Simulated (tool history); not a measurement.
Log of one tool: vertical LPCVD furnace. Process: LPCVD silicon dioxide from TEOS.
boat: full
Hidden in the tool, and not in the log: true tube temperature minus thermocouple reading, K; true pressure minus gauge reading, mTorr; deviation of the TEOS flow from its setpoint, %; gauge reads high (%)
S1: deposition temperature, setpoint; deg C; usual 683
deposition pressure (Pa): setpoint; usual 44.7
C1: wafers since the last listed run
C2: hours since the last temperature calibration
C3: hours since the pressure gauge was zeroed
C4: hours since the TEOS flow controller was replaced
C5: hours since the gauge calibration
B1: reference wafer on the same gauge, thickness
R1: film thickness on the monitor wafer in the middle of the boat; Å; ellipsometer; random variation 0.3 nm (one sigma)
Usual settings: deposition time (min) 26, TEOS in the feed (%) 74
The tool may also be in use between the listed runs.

{"run": 1, "hour": 0.0, "S1": 683, "deposition pressure (Pa)": 44.7, "deposition time (min)": 26, "TEOS in the feed (%)": 74, "C1": 0, "C2": 2039, "C3": 4437.2, "C4": 1843.1, "C5": 696.3, "B1": 137.08, "R1": 1433.4}
{"run": 2, "hour": 24.8, "S1": 683, "deposition pressure (Pa)": 44.7, "deposition time (min)": 26, "TEOS in the feed (%)": 74, "C1": 264, "C2": 2063.8, "C3": 4462, "C4": 1867.9, "C5": 721.1, "B1": 137.05, "R1": 1430.8}
{"run": 3, "hour": 49.1, "S1": 683, "deposition pressure (Pa)": 44.7, "deposition time (min)": 26, "TEOS in the feed (%)": 74, "C1": 258, "C2": 2088.1, "C3": 4486.3, "C4": 1892.2, "C5": 745.4, "B1": 136.98, "R1": 1426.2}
{"run": 4, "hour": 71.6, "S1": 683, "deposition pressure (Pa)": 44.7, "deposition time (min)": 26, "TEOS in the feed (%)": 74, "C1": 239, "C2": 2110.6, "C3": 4508.8, "C4": 1914.7, "C5": 767.9, "B1": 136.92, "R1": 1433.1}
{"run": 5, "hour": 105.2, "S1": 676, "deposition pressure (Pa)": 44.7, "deposition time (min)": 26, "TEOS in the feed (%)": 74, "C1": 358, "C2": 2144.2, "C3": 4542.4, "C4": 1948.3, "C5": 801.5, "B1": 136.99, "R1": 1210.1}
{"run": 6, "hour": 140.9, "S1": 683, "deposition pressure (Pa)": 36.7, "deposition time (min)": 26, "TEOS in the feed (%)": 74, "C1": 380, "C2": 2179.9, "C3": 4578.1, "C4": 1984, "C5": 837.2, "B1": 137.02, "R1": 1302.4}
{"hour": 181.6, "done": "pressure gauge zeroed"}
{"run": 7, "hour": 182.1, "S1": 683, "deposition pressure (Pa)": 36.7, "deposition time (min)": 26, "TEOS in the feed (%)": 74, "C1": 183, "C2": 2221.1, "C3": 0.5, "C4": 2025.2, "C5": 878.4, "B1": 136.84, "R1": 1270.3}
{"run": 8, "hour": 206.5, "S1": 683, "deposition pressure (Pa)": 50, "deposition time (min)": 22.5, "TEOS in the feed (%)": 74, "C1": 259, "C2": 2245.5, "C3": 24.9, "C4": 2049.6, "C5": 902.8, "B1": 137.03, "R1": 1283}
{"run": 9, "hour": 242.3, "S1": 683, "deposition pressure (Pa)": 44.7, "deposition time (min)": 16, "TEOS in the feed (%)": 74, "C1": 381, "C2": 2281.3, "C3": 60.7, "C4": 2085.4, "C5": 938.6, "B1": 136.9, "R1": 860.8}
{"run": 10, "hour": 277.0, "S1": 683, "deposition pressure (Pa)": 44.7, "deposition time (min)": 26, "TEOS in the feed (%)": 63, "C1": 369, "C2": 2316, "C3": 95.4, "C4": 2120.1, "C5": 973.3, "B1": 136.93, "R1": 1294.2}
{"run": 11, "hour": 289.2, "S1": 674, "deposition pressure (Pa)": 44.7, "deposition time (min)": 21, "TEOS in the feed (%)": 74, "C1": 129, "C2": 2328.2, "C3": 107.6, "C4": 2132.3, "C5": 985.5, "B1": 136.99, "R1": 910.2}
{"run": 12, "hour": 303.5, "S1": 693, "deposition pressure (Pa)": 44.7, "deposition time (min)": 16.5, "TEOS in the feed (%)": 87, "C1": 152, "C2": 2342.5, "C3": 121.9, "C4": 2146.6, "C5": 999.8, "B1": 136.93, "R1": 1220.3}
{"run": 13, "hour": 332.6, "S1": 676, "deposition pressure (Pa)": 48, "deposition time (min)": 17.5, "TEOS in the feed (%)": 74, "C1": 310, "C2": 2371.6, "C3": 151, "C4": 2175.7, "C5": 1028.9, "B1": 136.99, "R1": 824.9}
{"run": 14, "hour": 352.3, "S1": 674, "deposition pressure (Pa)": 56, "deposition time (min)": 16, "TEOS in the feed (%)": 74, "C1": 209, "C2": 2391.3, "C3": 170.7, "C4": 2195.4, "C5": 1048.6, "B1": 137.03, "R1": 774.9}
{"run": 15, "hour": 369.4, "S1": 683, "deposition pressure (Pa)": 44.7, "deposition time (min)": 26, "TEOS in the feed (%)": 66, "C1": 182, "C2": 2408.4, "C3": 187.8, "C4": 2212.5, "C5": 1065.7, "B1": 137.03, "R1": 1320.7}
{"hour": 403.3, "done": "gauge calibrated"}
{"run": 16, "hour": 403.7, "S1": 683, "deposition pressure (Pa)": 44.7, "deposition time (min)": 18.5, "TEOS in the feed (%)": 86, "C1": 365, "C2": 2442.7, "C3": 222.1, "C4": 2246.8, "C5": 0.4, "B1": 137.14, "R1": 1071.7}
{"hour": 431.9, "done": "TEOS flow controller replaced"}
{"hour": 456.9, "done": "thermocouples replaced and temperature profile calibrated"}
{"run": 17, "hour": 457.4, "S1": 677, "deposition pressure (Pa)": 38, "deposition time (min)": 26, "TEOS in the feed (%)": 67, "C1": 60, "C2": 0.5, "C3": 275.8, "C4": 25.5, "C5": 54.1, "B1": 137, "R1": 1067.1}
{"run": 18, "hour": 465.5, "S1": 683, "deposition pressure (Pa)": 44.7, "deposition time (min)": 26, "TEOS in the feed (%)": 74, "C1": 86, "C2": 8.6, "C3": 283.9, "C4": 33.6, "C5": 62.2, "B1": 137.1, "R1": 1397.4}
{"run": 19, "hour": 489.9, "S1": 676, "deposition pressure (Pa)": 44.7, "deposition time (min)": 26, "TEOS in the feed (%)": 67, "C1": 259, "C2": 33, "C3": 308.3, "C4": 58, "C5": 86.6, "B1": 137.1, "R1": 1128.2}
{"run": 20, "hour": 519.6, "S1": 694, "deposition pressure (Pa)": 34, "deposition time (min)": 32, "TEOS in the feed (%)": 85, "C1": 316, "C2": 62.7, "C3": 338, "C4": 87.7, "C5": 116.3, "B1": 136.98, "R1": 2104.7}
{"run": 21, "hour": 538.0, "S1": 683, "deposition pressure (Pa)": 44.7, "deposition time (min)": 26, "TEOS in the feed (%)": 74, "C1": 196, "C2": 81.1, "C3": 356.4, "C4": 106.1, "C5": 134.7, "B1": 137.03, "R1": 1405.4}
{"run": 22, "hour": 573.6, "S1": 677, "deposition pressure (Pa)": 44.7, "deposition time (min)": 22.5, "TEOS in the feed (%)": 83, "C1": 379, "C2": 116.7, "C3": 392, "C4": 141.7, "C5": 170.3, "B1": 137.05, "R1": 1118.2}
{"run": 23, "hour": 603.2, "S1": 683, "deposition pressure (Pa)": 44.7, "deposition time (min)": 26, "TEOS in the feed (%)": 74, "C1": 315, "C2": 146.3, "C3": 421.6, "C4": 171.3, "C5": 199.9, "B1": 136.97, "R1": 1411.4}
{"run": 24, "hour": 628.5, "S1": 687, "deposition pressure (Pa)": 52, "deposition time (min)": 26, "TEOS in the feed (%)": 74, "C1": 269, "C2": 171.6, "C3": 446.9, "C4": 196.6, "C5": 225.2, "B1": 137.08, "R1": 1668.7}
{"run": 25, "hour": 647.8, "S1": 683, "deposition pressure (Pa)": 48, "deposition time (min)": 26, "TEOS in the feed (%)": 74, "C1": 205, "C2": 190.9, "C3": 466.2, "C4": 215.9, "C5": 244.5, "B1": 137.15, "R1": 1452.7}
{"run": 26, "hour": 682.3, "S1": 674, "deposition pressure (Pa)": 56, "deposition time (min)": 16, "TEOS in the feed (%)": 74, "C1": 367, "C2": 225.4, "C3": 500.7, "C4": 250.4, "C5": 279, "B1": 137, "R1": 777.4}
{"run": 27, "hour": 711.9, "S1": 683, "deposition pressure (Pa)": 49.3, "deposition time (min)": 26, "TEOS in the feed (%)": 74, "C1": 315, "C2": 255, "C3": 530.3, "C4": 280, "C5": 308.6, "B1": 137.14, "R1": 1479.8}
{"run": 28, "hour": 724.6, "S1": 678, "deposition pressure (Pa)": 44.7, "deposition time (min)": 26, "TEOS in the feed (%)": 74, "C1": 135, "C2": 267.7, "C3": 543, "C4": 292.7, "C5": 321.3, "B1": 136.98, "R1": 1243.8}
{"run": 29, "hour": 741.7, "S1": 683, "deposition pressure (Pa)": 36, "deposition time (min)": 26, "TEOS in the feed (%)": 86, "C1": 182, "C2": 284.8, "C3": 560.1, "C4": 309.8, "C5": 338.4, "B1": 137.05, "R1": 1363.7}
{"run": 30, "hour": 754.8, "S1": 679, "deposition pressure (Pa)": 44.7, "deposition time (min)": 18, "TEOS in the feed (%)": 74, "C1": 139, "C2": 297.9, "C3": 573.2, "C4": 322.9, "C5": 351.5, "B1": 137.02, "R1": 883.4}

The same runs without the tool's hidden state, with the same run-to-run variation:
run=1 R1=1398.3
run=2 R1=1395.6
run=3 R1=1390.9
run=4 R1=1397.5
run=5 R1=1179.8
run=6 R1=1262.6
run=7 R1=1265.1
run=8 R1=1279
run=9 R1=857.6
run=10 R1=1289.1
run=11 R1=906.6
run=12 R1=1215.3
run=13 R1=821.6
run=14 R1=772.2
run=15 R1=1314.8
run=16 R1=1066.7
run=17 R1=1060.8
run=18 R1=1390.3
run=19 R1=1122.4
run=20 R1=2089.9
run=21 R1=1397.7
run=22 R1=1111.8
run=23 R1=1403.1
run=24 R1=1660.1
run=25 R1=1444.4
run=26 R1=773.5
run=27 R1=1471
run=28 R1=1235.6
run=29 R1=1352.4
run=30 R1=877.4
